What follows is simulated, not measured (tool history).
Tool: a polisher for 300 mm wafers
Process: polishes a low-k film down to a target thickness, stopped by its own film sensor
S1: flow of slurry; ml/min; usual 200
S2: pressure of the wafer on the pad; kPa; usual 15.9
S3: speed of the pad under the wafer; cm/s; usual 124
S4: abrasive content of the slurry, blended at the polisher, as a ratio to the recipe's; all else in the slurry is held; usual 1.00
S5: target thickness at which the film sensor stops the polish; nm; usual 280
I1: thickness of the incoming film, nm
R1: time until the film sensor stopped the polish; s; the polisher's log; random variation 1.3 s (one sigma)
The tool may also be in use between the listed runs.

run 1 hour=0.0 | S1=200 S2=15.9 S3=124 S4=1.00 S5=280 | I1=318.3 | R1=86.2
-- hour=11.7 worn pad replaced by a new one
run 2 hour=50.8 | S1=255 S2=15.9 S3=124 S4=1.00 S5=280 | I1=320.0 | R1=87.3
-- hour=85.8 slurry nozzle cleaned
run 3 hour=122.8 | S1=255 S2=15.9 S3=124 S4=1.00 S5=280 | I1=325.4 | R1=93.9
run 4 hour=180.5 | S1=200 S2=15.9 S3=124 S4=1.00 S5=280 | I1=323.4 | R1=96.1
run 5 hour=243.8 | S1=200 S2=15.9 S3=124 S4=1.00 S5=280 | I1=320.5 | R1=89.0
run 6 hour=285.8 | S1=200 S2=15.9 S3=124 S4=1.30 S5=290 | I1=319.2 | R1=53.9
-- hour=296.7 conditioning disc replaced and pad reconditioned
-- hour=379.7 slurry blender recalibrated
run 7 hour=453.7 | S1=200 S2=15.9 S3=124 S4=1.20 S5=280 | I1=320.5 | R1=79.9
-- hour=461.8 worn pad replaced by a new one
run 8 hour=523.7 | S1=200 S2=11.0 S3=124 S4=1.00 S5=280 | I1=318.6 | R1=108.7
run 9 hour=577.1 | S1=200 S2=20.0 S3=164 S4=1.00 S5=275 | I1=319.6 | R1=67.5
-- hour=584.4 head pressure recalibrated
run 10 hour=625.7 | S1=200 S2=15.9 S3=124 S4=1.00 S5=280 | I1=322.9 | R1=96.5
run 11 hour=664.9 | S1=200 S2=15.9 S3=92 S4=0.85 S5=280 | I1=315.3 | R1=116.2
-- hour=734.7 slurry nozzle cleaned
-- hour=743.5 conditioning disc replaced and pad reconditioned
run 12 hour=791.3 | S1=200 S2=15.9 S3=86 S4=1.00 S5=280 | I1=318.9 | R1=109.0
run 13 hour=827.7 | S1=200 S2=15.9 S3=124 S4=1.00 S5=280 | I1=319.1 | R1=84.7
-- hour=842.9 slurry blender recalibrated
-- hour=868.5 worn pad replaced by a new one
run 14 hour=878.1 | S1=170 S2=15.9 S3=124 S4=0.85 S5=280 | I1=319.0 | R1=101.8
run 15 hour=908.7 | S1=240 S2=15.9 S3=124 S4=1.00 S5=269 | I1=320.5 | R1=110.1
run 16 hour=972.7 | S1=240 S2=12.4 S3=166 S4=1.00 S5=266 | I1=323.5 | R1=116.8

The next listed run, before its measurement:
run 17 hour=1029.8 | S1=165 S2=15.9 S3=124 S4=1.00 S5=280 | I1=319.4 | R1=?

Run 17 gave R1 90.7 s.
Without the tool's hidden state the same run would have given R1 88.6 s.
